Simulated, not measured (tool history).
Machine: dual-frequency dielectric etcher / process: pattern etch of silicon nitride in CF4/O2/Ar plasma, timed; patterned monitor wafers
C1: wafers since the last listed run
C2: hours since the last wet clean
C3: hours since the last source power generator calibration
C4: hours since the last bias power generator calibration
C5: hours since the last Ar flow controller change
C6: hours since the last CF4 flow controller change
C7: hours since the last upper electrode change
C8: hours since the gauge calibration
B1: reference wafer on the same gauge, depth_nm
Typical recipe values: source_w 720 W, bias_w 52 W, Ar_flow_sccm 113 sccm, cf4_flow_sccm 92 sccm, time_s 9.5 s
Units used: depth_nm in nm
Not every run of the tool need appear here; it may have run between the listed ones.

run 1 hour=0 | source_w=720 bias_w=52 Ar_flow_sccm=113 cf4_flow_sccm=92 time_s=9.5 | C1=0 C2=87.4 C3=2683 C4=1989.5 C5=4241.9 C6=4215.9 C7=3265.7 C8=433.5 | B1=24.19 | depth_nm=27.22
run 2 hour=16.1 | source_w=720 bias_w=52 Ar_flow_sccm=113 cf4_flow_sccm=92 time_s=9.5 | C1=324 C2=103.5 C3=2699.1 C4=2005.6 C5=4258 C6=4232 C7=3281.8 C8=449.6 | B1=24.19 | depth_nm=27.16
run 3 hour=27.5 | source_w=870 bias_w=47 Ar_flow_sccm=113 cf4_flow_sccm=108 time_s=8.5 | C1=230 C2=114.9 C3=2710.5 C4=2017 C5=4269.4 C6=4243.4 C7=3293.2 C8=461 | B1=24.22 | depth_nm=29.54
-- hour=36.5 Ar flow controller replaced
run 4 hour=40.5 | source_w=800 bias_w=52 Ar_flow_sccm=113 cf4_flow_sccm=109 time_s=8 | C1=141 C2=127.9 C3=2723.5 C4=2030 C5=4 C6=4256.4 C7=3306.2 C8=474 | B1=24.21 | depth_nm=26.22
run 5 hour=58.5 | source_w=560 bias_w=59 Ar_flow_sccm=141 cf4_flow_sccm=92 time_s=8 | C1=363 C2=145.9 C3=2741.5 C4=2048 C5=22 C6=4274.4 C7=3324.2 C8=492 | B1=24.15 | depth_nm=17.62
-- hour=68.3 source power generator calibrated
run 6 hour=70.7 | source_w=720 bias_w=52 Ar_flow_sccm=100 cf4_flow_sccm=92 time_s=9.5 | C1=165 C2=158.1 C3=2.4 C4=2060.2 C5=34.2 C6=4286.6 C7=3336.4 C8=504.2 | B1=24.19 | depth_nm=27.94
-- hour=81.6 bias power generator calibrated
-- hour=93.4 gauge calibrated
-- hour=100.2 upper electrode replaced, of another model than before
run 7 hour=123.8 | source_w=720 bias_w=52 Ar_flow_sccm=87 cf4_flow_sccm=92 time_s=12 | C1=615 C2=211.2 C3=55.5 C4=42.2 C5=87.3 C6=4339.7 C7=23.6 C8=30.4 | B1=24.16 | depth_nm=36.18
run 8 hour=135.1 | source_w=720 bias_w=52 Ar_flow_sccm=113 cf4_flow_sccm=92 time_s=9.5 | C1=228 C2=222.5 C3=66.8 C4=53.5 C5=98.6 C6=4351 C7=34.9 C8=41.7 | B1=24.17 | depth_nm=27.53
-- hour=150.5 CF4 flow controller replaced
run 9 hour=151 | source_w=720 bias_w=52 Ar_flow_sccm=113 cf4_flow_sccm=92 time_s=9.5 | C1=199 C2=238.4 C3=82.7 C4=69.4 C5=114.5 C6=0.5 C7=50.8 C8=57.6 | B1=24.23 | depth_nm=27.45
run 10 hour=167.8 | source_w=720 bias_w=52 Ar_flow_sccm=88 cf4_flow_sccm=92 time_s=9.5 | C1=339 C2=255.2 C3=99.5 C4=86.2 C5=131.3 C6=17.3 C7=67.6 C8=74.4 | B1=24.16 | depth_nm=28.73
run 11 hour=182.5 | source_w=780 bias_w=52 Ar_flow_sccm=113 cf4_flow_sccm=92 time_s=9.5 | C1=296 C2=269.9 C3=114.2 C4=100.9 C5=146 C6=32 C7=82.3 C8=89.1 | B1=24.15 | depth_nm=31.3
run 12 hour=195.9 | source_w=720 bias_w=45 Ar_flow_sccm=132 cf4_flow_sccm=103 time_s=7 | C1=270 C2=283.3 C3=127.6 C4=114.3 C5=159.4 C6=45.4 C7=95.7 C8=102.5 | B1=24.19 | depth_nm=19.7
run 13 hour=204.4 | source_w=630 bias_w=52 Ar_flow_sccm=96 cf4_flow_sccm=92 time_s=9.5 | C1=171 C2=291.8 C3=136.1 C4=122.8 C5=167.9 C6=53.9 C7=104.2 C8=111 | B1=24.22 | depth_nm=22.48
run 14 hour=213.4 | source_w=790 bias_w=52 Ar_flow_sccm=113 cf4_flow_sccm=82 time_s=7.5 | C1=181 C2=300.8 C3=145.1 C4=131.8 C5=176.9 C6=62.9 C7=113.2 C8=120 | B1=24.15 | depth_nm=24.88
run 15 hour=229 | source_w=720 bias_w=62 Ar_flow_sccm=129 cf4_flow_sccm=110 time_s=11 | C1=314 C2=316.4 C3=160.7 C4=147.4 C5=192.5 C6=78.5 C7=128.8 C8=135.6 | B1=24.17 | depth_nm=32.87
run 16 hour=240.4 | source_w=720 bias_w=40 Ar_flow_sccm=134 cf4_flow_sccm=79 time_s=7 | C1=230 C2=327.8 C3=172.1 C4=158.8 C5=203.9 C6=89.9 C7=140.2 C8=147 | B1=24.19 | depth_nm=18.55
run 17 hour=247.4 | source_w=850 bias_w=52 Ar_flow_sccm=113 cf4_flow_sccm=73 time_s=9.5 | C1=141 C2=334.8 C3=179.1 C4=165.8 C5=210.9 C6=96.9 C7=147.2 C8=154 | B1=24.22 | depth_nm=34.69
run 18 hour=255.4 | source_w=720 bias_w=43 Ar_flow_sccm=104 cf4_flow_sccm=103 time_s=9.5 | C1=161 C2=342.8 C3=187.1 C4=173.8 C5=218.9 C6=104.9 C7=155.2 C8=162 | B1=24.14 | depth_nm=27.62
run 19 hour=270.1 | source_w=720 bias_w=52 Ar_flow_sccm=113 cf4_flow_sccm=92 time_s=9.5 | C1=296 C2=357.5 C3=201.8 C4=188.5 C5=233.6 C6=119.6 C7=169.9 C8=176.7 | B1=24.18 | depth_nm=27.61
run 20 hour=280.9 | source_w=720 bias_w=52 Ar_flow_sccm=113 cf4_flow_sccm=92 time_s=9.5 | C1=218 C2=368.3 C3=212.6 C4=199.3 C5=244.4 C6=130.4 C7=180.7 C8=187.5 | B1=24.16 | depth_nm=27.87
run 21 hour=293 | source_w=720 bias_w=61 Ar_flow_sccm=113 cf4_flow_sccm=92 time_s=9.5 | C1=244 C2=380.4 C3=224.7 C4=211.4 C5=256.5 C6=142.5 C7=192.8 C8=199.6 | B1=24.22 | depth_nm=28.48
-- hour=333.3 wet clean of the chamber
run 22 hour=333.8 | source_w=720 bias_w=52 Ar_flow_sccm=113 cf4_flow_sccm=92 time_s=9.5 | C1=339 C2=0.5 C3=265.5 C4=252.2 C5=297.3 C6=183.3 C7=233.6 C8=240.4 | B1=24.19 | depth_nm=27.03

Hidden state, per run?
source power that arrives over what is set, %: 0 in every run
bias power that arrives over what is set, %: 0 in every run
Ar flow that arrives over what is set, %: 0 in every run
CF4 flow that arrives over what is set, %: 0 in every run
gauge reads high (%): 0 in every run
H1: etch rate over this chamber's usual, %
run=1 H1=0.918
run=2 H1=1.03
run=3 H1=1.11
run=4 H1=1.21
run=5 H1=1.34
run=6 H1=1.42
run=7 H1=1.8
run=8 H1=1.88
run=9 H1=2
run=10 H1=2.12
run=11 H1=2.22
run=12 H1=2.32
run=13 H1=2.38
run=14 H1=2.44
run=15 H1=2.56
run=16 H1=2.64
run=17 H1=2.69
run=18 H1=2.75
run=19 H1=2.85
run=20 H1=2.93
run=21 H1=3.01
run=22 H1=0.208

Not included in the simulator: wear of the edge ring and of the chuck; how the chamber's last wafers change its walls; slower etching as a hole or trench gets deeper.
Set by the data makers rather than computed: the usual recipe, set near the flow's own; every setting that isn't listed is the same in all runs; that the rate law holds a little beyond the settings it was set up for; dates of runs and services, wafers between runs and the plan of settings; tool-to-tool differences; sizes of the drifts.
